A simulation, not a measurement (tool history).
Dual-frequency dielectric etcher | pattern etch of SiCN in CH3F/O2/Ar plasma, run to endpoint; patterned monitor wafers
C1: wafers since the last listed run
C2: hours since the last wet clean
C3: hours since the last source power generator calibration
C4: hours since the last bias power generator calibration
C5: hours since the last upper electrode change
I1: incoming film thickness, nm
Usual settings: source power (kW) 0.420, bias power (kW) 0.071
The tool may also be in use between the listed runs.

Run 1, day 0.000: usual settings but source power (kW) 0.350, bias power (kW) 0.079; C1 0; C2 347.1; C3 2142.4; C4 3747.9; C5 4442.5; I1 11.41. Result: endpoint time (s) 30.5.
Run 2, day 0.583: usual settings but source power (kW) 0.350, bias power (kW) 0.079; C1 193; C2 361.1; C3 2156.4; C4 3761.9; C5 4456.5; I1 11.40. Result: endpoint time (s) 30.5.
Run 3, day 1.175: usual settings but source power (kW) 0.390, bias power (kW) 0.059; C1 196; C2 375.3; C3 2170.6; C4 3776.1; C5 4470.7; I1 11.40. Result: endpoint time (s) 34.0.
At day 2.662: upper electrode replaced.
At day 2.825: wet clean of the chamber.
Run 4, day 2.846: usual settings; C1 169; C2 0.5; C3 2210.7; C4 3816.2; C5 4.4; I1 11.46. Result: endpoint time (s) 29.0.
Run 5, day 2.858: usual settings; C1 4; C2 0.8; C3 2211.0; C4 3816.5; C5 4.7; I1 11.34. Result: endpoint time (s) 28.8.
Run 6, day 2.871: usual settings; C1 4; C2 1.1; C3 2211.3; C4 3816.8; C5 5.0; I1 11.40. Result: endpoint time (s) 29.2.
Run 7, day 2.883: usual settings; C1 4; C2 1.4; C3 2211.6; C4 3817.1; C5 5.3; I1 11.36. Result: endpoint time (s) 29.1.
Run 8, day 3.050: usual settings but source power (kW) 0.450; C1 55; C2 5.4; C3 2215.6; C4 3821.1; C5 9.3; I1 11.43. Result: endpoint time (s) 28.3.
At day 3.296: bias power generator calibrated.
Run 9, day 3.746: usual settings but source power (kW) 0.450; C1 175; C2 22.1; C3 2232.3; C4 10.8; C5 26.0; I1 11.43. Result: endpoint time (s) 28.7.
Run 10, day 4.392: usual settings but source power (kW) 0.500, bias power (kW) 0.086; C1 214; C2 37.6; C3 2247.8; C4 26.3; C5 41.5; I1 11.47. Result: endpoint time (s) 26.0.
At day 4.679: source power generator calibrated.
Run 11, day 4.738: usual settings but source power (kW) 0.390, bias power (kW) 0.066; C1 59; C2 45.9; C3 1.4; C4 34.6; C5 49.8; I1 11.36. Result: endpoint time (s) 30.3.
Run 12, day 5.054: usual settings but source power (kW) 0.460, bias power (kW) 0.063; C1 105; C2 53.5; C3 9.0; C4 42.2; C5 57.4; I1 11.39. Result: endpoint time (s) 30.2.
Run 13, day 5.771: usual settings but source power (kW) 0.370; C1 237; C2 70.7; C3 26.2; C4 59.4; C5 74.6; I1 11.32. Result: endpoint time (s) 29.8.
Run 14, day 6.446: usual settings but source power (kW) 0.380; C1 224; C2 86.9; C3 42.4; C4 75.6; C5 90.8; I1 11.46. Result: endpoint time (s) 30.0.
Run 15, day 6.738: usual settings; C1 96; C2 93.9; C3 49.4; C4 82.6; C5 97.8; I1 11.29. Result: endpoint time (s) 29.1.
Run 16, day 7.400: usual settings but source power (kW) 0.450, bias power (kW) 0.087; C1 219; C2 109.8; C3 65.3; C4 98.5; C5 113.7; I1 11.40. Result: endpoint time (s) 27.1.
Run 17, day 7.817: usual settings; C1 138; C2 119.8; C3 75.3; C4 108.5; C5 123.7; I1 11.37. Result: endpoint time (s) 29.4.
Run 18, day 8.208: usual settings; C1 130; C2 129.2; C3 84.7; C4 117.9; C5 133.1; I1 11.41. Result: endpoint time (s) 29.6.

Hidden state or all else? Some run-to-run changes of endpoint time (s), split into what the settings, what came in and random variation would give without the hidden state, and what is left for the hidden state (with any gauge scatter that isn't in both results):
The hidden state here: etch rate over this chamber's usual, %; source power that arrives over what is set, %; bias power that arrives over what is set, %.
Run 3 -> 4: source power (kW) 0.390 -> 0.420, bias power (kW) 0.059 -> 0.071, upper electrode replaced, wet clean of the chamber. endpoint time (s) -5.0: hidden state -1.9, all else -3.1.
